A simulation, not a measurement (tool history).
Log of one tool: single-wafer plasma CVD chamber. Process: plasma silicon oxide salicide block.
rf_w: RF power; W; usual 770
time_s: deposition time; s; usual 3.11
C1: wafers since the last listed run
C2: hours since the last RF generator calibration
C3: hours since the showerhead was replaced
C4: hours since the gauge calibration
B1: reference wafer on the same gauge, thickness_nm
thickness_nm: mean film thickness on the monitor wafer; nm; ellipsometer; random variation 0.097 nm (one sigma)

run 1 hour=0.0 | rf_w=665 time_s=3.11 | C1=0 C2=1381.0 C3=5331.0 C4=427.2 | B1=29.494 | thickness_nm=30.789
run 2 hour=68.7 | rf_w=825 time_s=3.46 | C1=3543 C2=1449.7 C3=5399.7 C4=495.9 | B1=29.483 | thickness_nm=37.122
run 3 hour=133.8 | rf_w=825 time_s=3.46 | C1=3357 C2=1514.8 C3=5464.8 C4=561.0 | B1=29.486 | thickness_nm=36.955
-- hour=138.4 gauge calibrated
run 4 hour=177.4 | rf_w=825 time_s=3.46 | C1=2248 C2=1558.4 C3=5508.4 C4=39.0 | B1=29.502 | thickness_nm=37.198
run 5 hour=237.4 | rf_w=770 time_s=3.56 | C1=3094 C2=1618.4 C3=5568.4 C4=99.0 | B1=29.497 | thickness_nm=37.065
run 6 hour=279.4 | rf_w=770 time_s=2.78 | C1=2166 C2=1660.4 C3=5610.4 C4=141.0 | B1=29.496 | thickness_nm=28.955
run 7 hour=349.5 | rf_w=770 time_s=2.78 | C1=3615 C2=1730.5 C3=5680.5 C4=211.1 | B1=29.491 | thickness_nm=28.977
-- hour=408.8 showerhead replaced
run 8 hour=420.0 | rf_w=770 time_s=2.78 | C1=3223 C2=1801.0 C3=11.2 C4=281.6 | B1=29.486 | thickness_nm=28.937
run 9 hour=495.1 | rf_w=770 time_s=3.11 | C1=3873 C2=1876.1 C3=86.3 C4=356.7 | B1=29.504 | thickness_nm=32.410
run 10 hour=532.2 | rf_w=835 time_s=3.11 | C1=1913 C2=1913.2 C3=123.4 C4=393.8 | B1=29.508 | thickness_nm=33.404
run 11 hour=586.2 | rf_w=680 time_s=3.31 | C1=2785 C2=1967.2 C3=177.4 C4=447.8 | B1=29.497 | thickness_nm=33.060
run 12 hour=680.3 | rf_w=630 time_s=3.44 | C1=4853 C2=2061.3 C3=271.5 C4=541.9 | B1=29.512 | thickness_nm=33.544
-- hour=725.9 RF generator calibrated
run 13 hour=726.4 | rf_w=770 time_s=2.78 | C1=1965 C2=0.5 C3=317.6 C4=588.0 | B1=29.498 | thickness_nm=29.145
-- hour=732.5 gauge calibrated
run 14 hour=770.6 | rf_w=695 time_s=2.69 | C1=2279 C2=44.7 C3=361.8 C4=38.1 | B1=29.518 | thickness_nm=27.196
run 15 hour=827.5 | rf_w=770 time_s=3.11 | C1=2934 C2=101.6 C3=418.7 C4=95.0 | B1=29.493 | thickness_nm=32.474
run 16 hour=886.2 | rf_w=910 time_s=3.11 | C1=3027 C2=160.3 C3=477.4 C4=153.7 | B1=29.499 | thickness_nm=34.421
run 17 hour=925.3 | rf_w=660 time_s=3.61 | C1=2016 C2=199.4 C3=516.5 C4=192.8 | B1=29.504 | thickness_nm=35.667
run 18 hour=961.8 | rf_w=695 time_s=2.62 | C1=1882 C2=235.9 C3=553.0 C4=229.3 | B1=29.501 | thickness_nm=26.449

Hidden state at the last listed run before each entry between runs and at the first one after, where it differs:
Between runs 3 and 4: gauge calibrated (hour 138.4)
  no hidden state differs between the two runs
Between runs 7 and 8: showerhead replaced (hour 408.8)
  no hidden state differs between the two runs
Between runs 12 and 13: RF generator calibrated (hour 725.9)
  no hidden state differs between the two runs
Between runs 13 and 14: gauge calibrated (hour 732.5)
  no hidden state differs between the two runs
